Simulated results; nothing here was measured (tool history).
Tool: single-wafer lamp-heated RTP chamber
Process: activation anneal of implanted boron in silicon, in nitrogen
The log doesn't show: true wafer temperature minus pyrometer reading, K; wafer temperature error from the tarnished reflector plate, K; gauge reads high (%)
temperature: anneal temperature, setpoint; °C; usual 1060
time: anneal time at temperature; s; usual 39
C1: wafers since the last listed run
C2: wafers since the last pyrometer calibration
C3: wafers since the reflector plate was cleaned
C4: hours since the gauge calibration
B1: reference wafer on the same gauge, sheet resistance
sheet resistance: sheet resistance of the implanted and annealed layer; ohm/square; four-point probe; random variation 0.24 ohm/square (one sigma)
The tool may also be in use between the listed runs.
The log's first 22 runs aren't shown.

{"run": 23, "hour": 266.5, "temperature": 1082, "time": 52, "C1": 200, "C2": 664, "C3": 9344, "C4": 289.7, "B1": 48.19, "sheet resistance": 52.98}
{"hour": 281.1, "done": "reflector plate cleaned"}
{"run": 24, "hour": 281.6, "temperature": 1081, "time": 54, "C1": 72, "C2": 736, "C3": 4, "C4": 304.8, "B1": 48.16, "sheet resistance": 52.95}
{"run": 25, "hour": 284.2, "temperature": 1071, "time": 51, "C1": 26, "C2": 762, "C3": 31, "C4": 307.4, "B1": 48.07, "sheet resistance": 54.27}
{"run": 26, "hour": 296.6, "temperature": 1060, "time": 39, "C1": 125, "C2": 888, "C3": 156, "C4": 319.8, "B1": 48.06, "sheet resistance": 57.66}
{"run": 27, "hour": 311.9, "temperature": 1086, "time": 54, "C1": 155, "C2": 1043, "C3": 312, "C4": 335.1, "B1": 48.14, "sheet resistance": 52.69}
{"run": 28, "hour": 329.8, "temperature": 1060, "time": 39, "C1": 181, "C2": 1225, "C3": 493, "C4": 353, "B1": 48.08, "sheet resistance": 57.54}
{"hour": 333.7, "done": "gauge calibrated"}
{"run": 29, "hour": 336.4, "temperature": 1081, "time": 47, "C1": 66, "C2": 1292, "C3": 560, "C4": 2.7, "B1": 48.04, "sheet resistance": 53.32}
{"run": 30, "hour": 350.4, "temperature": 1046, "time": 62, "C1": 142, "C2": 1434, "C3": 702, "C4": 16.7, "B1": 48.02, "sheet resistance": 58}
{"run": 31, "hour": 356.4, "temperature": 1060, "time": 39, "C1": 60, "C2": 1495, "C3": 763, "C4": 22.7, "B1": 48.02, "sheet resistance": 57.68}
{"run": 32, "hour": 373.9, "temperature": 1060, "time": 17, "C1": 177, "C2": 1672, "C3": 941, "C4": 40.2, "B1": 48.08, "sheet resistance": 61.34}
{"run": 33, "hour": 386.6, "temperature": 1032, "time": 25, "C1": 128, "C2": 1801, "C3": 1069, "C4": 52.9, "B1": 48.17, "sheet resistance": 65.45}
{"run": 34, "hour": 399.0, "temperature": 1089, "time": 19, "C1": 125, "C2": 1927, "C3": 1195, "C4": 65.3, "B1": 48.15, "sheet resistance": 56.16}
{"run": 35, "hour": 411.8, "temperature": 1074, "time": 59, "C1": 129, "C2": 2057, "C3": 1325, "C4": 78.1, "B1": 48.13, "sheet resistance": 53.82}
{"run": 36, "hour": 429.3, "temperature": 1038, "time": 16, "C1": 177, "C2": 2234, "C3": 1503, "C4": 95.6, "B1": 48.19, "sheet resistance": 66.01}
{"run": 37, "hour": 450.8, "temperature": 1060, "time": 39, "C1": 218, "C2": 2452, "C3": 1721, "C4": 117.1, "B1": 48.2, "sheet resistance": 58}
{"run": 38, "hour": 466.1, "temperature": 1038, "time": 24, "C1": 155, "C2": 2607, "C3": 1876, "C4": 132.4, "B1": 48.18, "sheet resistance": 64.81}

3 ways to go on from here, each from the tool as it stands after run 38. What would each give?
{"run": "A", "hour": 466.5, "temperature": 1060, "time": 25, "C1": 4, "C2": 2612, "C3": 1880, "C4": 132.8, "B1": "?", "sheet resistance": "?"}
{"run": "B", "hour": 466.5, "temperature": 1087, "time": 56, "C1": 4, "C2": 2612, "C3": 1880, "C4": 132.8, "B1": "?", "sheet resistance": "?"}
{"run": "C", "hour": 466.5, "temperature": 1036, "time": 58, "C1": 4, "C2": 2612, "C3": 1880, "C4": 132.8, "B1": "?", "sheet resistance": "?"}

run=A B1=48.04 sheet_resistance=59.93
run=B B1=48.04 sheet_resistance=52.86
run=C B1=48.04 sheet_resistance=60.87
Without the tool's hidden state the same runs would have given:
run=A sheet_resistance=59.93
run=B sheet_resistance=52.86
run=C sheet_resistance=60.87
